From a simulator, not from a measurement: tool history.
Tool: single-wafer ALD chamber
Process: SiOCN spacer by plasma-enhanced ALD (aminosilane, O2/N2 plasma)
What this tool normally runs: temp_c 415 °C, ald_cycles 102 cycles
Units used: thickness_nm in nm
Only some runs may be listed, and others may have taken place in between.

run,hour,temp_c,ald_cycles,"read-back reference wafer on the same gauge, thickness_nm",thickness_nm
1,0,415,111,6.23,5.718
2,12.8,421,102,6.22,5.159
3,43.5,415,102,6.215,5.253
4,65.9,415,102,6.215,5.242
5,97.6,415,102,6.2,5.239
6,123.3,415,88,6.198,4.525
# hour 139.9: gauge calibrated
7,155.2,415,88,6.26,4.535
8,187.7,427,102,6.245,5.095
9,205.5,415,102,6.247,5.27
10,226.3,410,84,6.245,4.406
# hour 240.5: thermocouple changed; heater temperature recalibrated
11,247.4,430,96,6.231,4.738
12,267.8,404,122,6.222,6.523
13,284.9,415,102,6.22,5.23
14,304.3,409,85,6.221,4.454

State the hidden condition of the tool at each of the runs:
wafer temperature above the value expected at the setpoint (K): 0 in every run
H1: gauge reads high (%)
run,H1
1,-0.549
2,-0.6
3,-0.723
4,-0.812
5,-0.939
6,-1.04
7,-0.0479
8,-0.178
9,-0.249
10,-0.332
11,-0.417
12,-0.498
13,-0.567
14,-0.644

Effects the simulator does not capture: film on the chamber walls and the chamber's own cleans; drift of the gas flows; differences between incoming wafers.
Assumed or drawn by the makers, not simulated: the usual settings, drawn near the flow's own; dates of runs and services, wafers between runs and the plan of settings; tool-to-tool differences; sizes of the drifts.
